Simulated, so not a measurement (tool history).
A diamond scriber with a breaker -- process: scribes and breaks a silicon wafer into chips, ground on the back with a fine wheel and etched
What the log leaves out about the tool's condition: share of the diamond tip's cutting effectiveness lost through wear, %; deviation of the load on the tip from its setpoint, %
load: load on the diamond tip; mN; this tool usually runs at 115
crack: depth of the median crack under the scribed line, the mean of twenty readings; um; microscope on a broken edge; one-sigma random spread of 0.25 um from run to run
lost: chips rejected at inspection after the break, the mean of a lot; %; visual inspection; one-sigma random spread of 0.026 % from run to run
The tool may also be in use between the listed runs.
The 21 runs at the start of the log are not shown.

run	hour	load	wafers since the last listed run	hours since the diamond tip was replaced	hours since the load on the tip was calibrated	incoming depth of the damage left on the back of the incoming wafer, um	crack	lost
22	468.2	97	227	235.1	1394.1	0.69	10.19	17.27
23	499.0	131	206	265.9	1424.9	0.64	12.55	0.66
24	525.8	126	179	292.7	1451.7	0.31	12.11	1.69
# hour 538.4: load on the tip recalibrated
25	560.3	115	217	327.2	21.9	0.64	11.39	6.97
26	580.8	88	137	347.7	42.4	0.70	9.29	31.47
27	611.9	115	208	378.8	73.5	0.79	11.14	8.22
28	629.6	127	118	396.5	91.2	0.31	12.00	2.76
29	665.1	86	237	432.0	126.7	0.60	8.82	36.06
30	685.5	101	136	452.4	147.1	0.75	10.57	21.36
31	702.4	97	113	469.3	164.0	0.50	9.84	27.73
32	724.2	115	146	491.1	185.8	0.31	11.32	9.93
33	741.5	146	115	508.4	203.1	0.77	12.94	0.51
34	765.7	100	162	532.6	227.3	0.34	9.95	25.12

4 options for the next run, each taken on its own from the tool as it stands now. Forecast them:
A	766.2	115	3	533.1	227.8	0.32	?	?
B	766.2	140	3	533.1	227.8	0.32	?	?
C	766.2	129	3	533.1	227.8	0.32	?	?
D	766.2	134	3	533.1	227.8	0.32	?	?

run	crack	lost
A	10.88	10.95
B	12.61	0.75
C	11.86	3.31
D	12.21	1.81
With the hidden condition removed and each run's random variation left untouched, the same runs would have given:
run	crack	lost
A	13.00	0.44
B	15.07	7.79
C	14.18	3.03
D	14.58	4.97
